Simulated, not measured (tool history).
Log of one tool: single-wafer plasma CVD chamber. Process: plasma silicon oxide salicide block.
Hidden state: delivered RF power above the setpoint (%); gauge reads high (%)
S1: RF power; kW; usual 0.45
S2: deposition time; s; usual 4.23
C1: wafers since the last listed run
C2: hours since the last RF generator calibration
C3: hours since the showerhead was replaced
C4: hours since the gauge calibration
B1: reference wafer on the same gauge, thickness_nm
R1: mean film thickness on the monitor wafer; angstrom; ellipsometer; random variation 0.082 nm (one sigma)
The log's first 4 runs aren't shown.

run 5 hour=82.6 | S1=0.45 S2=4.87 | C1=750 C2=1933.3 C3=5281.3 C4=464.7 | B1=38.874 | R1=432.91
run 6 hour=107.3 | S1=0.47 S2=4.75 | C1=1084 C2=1958 C3=5306 C4=489.4 | B1=38.893 | R1=431.14
run 7 hour=122.5 | S1=0.47 S2=4.75 | C1=667 C2=1973.2 C3=5321.2 C4=504.6 | B1=38.92 | R1=431.53
run 8 hour=179.6 | S1=0.47 S2=4.75 | C1=2506 C2=2030.3 C3=5378.3 C4=561.7 | B1=38.89 | R1=430.62
run 9 hour=207.7 | S1=0.45 S2=4.23 | C1=1233 C2=2058.4 C3=5406.4 C4=589.8 | B1=38.91 | R1=374.46
run 10 hour=231.5 | S1=0.45 S2=4.23 | C1=1044 C2=2082.2 C3=5430.2 C4=613.6 | B1=38.91 | R1=373.67
run 11 hour=249.8 | S1=0.45 S2=4.23 | C1=803 C2=2100.5 C3=5448.5 C4=631.9 | B1=38.884 | R1=374.21
run 12 hour=265.4 | S1=0.45 S2=4.23 | C1=684 C2=2116.1 C3=5464.1 C4=647.5 | B1=38.904 | R1=373.6
run 13 hour=291 | S1=0.45 S2=4.23 | C1=1123 C2=2141.7 C3=5489.7 C4=673.1 | B1=38.888 | R1=375.02
run 14 hour=312.4 | S1=0.45 S2=4.23 | C1=939 C2=2163.1 C3=5511.1 C4=694.5 | B1=38.894 | R1=374.85
run 15 hour=327.6 | S1=0.45 S2=4.23 | C1=667 C2=2178.3 C3=5526.3 C4=709.7 | B1=38.933 | R1=373.16
run 16 hour=362.7 | S1=0.45 S2=4.23 | C1=1540 C2=2213.4 C3=5561.4 C4=744.8 | B1=38.897 | R1=375.06
-- hour=407.1 RF generator calibrated
run 17 hour=448.4 | S1=0.45 S2=4.23 | C1=3410 C2=41.3 C3=5647.1 C4=830.5 | B1=38.903 | R1=391.91
run 18 hour=502.9 | S1=0.45 S2=4.23 | C1=2392 C2=95.8 C3=5701.6 C4=885 | B1=38.913 | R1=392.35

The next listed run, before its measurement:
-- hour=503.3 gauge calibrated
run 19 hour=561.6 | S1=0.41 S2=3.44 | C1=2576 C2=154.5 C3=5760.3 C4=58.3 | B1=? | R1=?

Run 19 gave B1 38.888, R1 303.67 angstrom.
Without the tool's hidden state the same run would have given R1 304.62 angstrom.
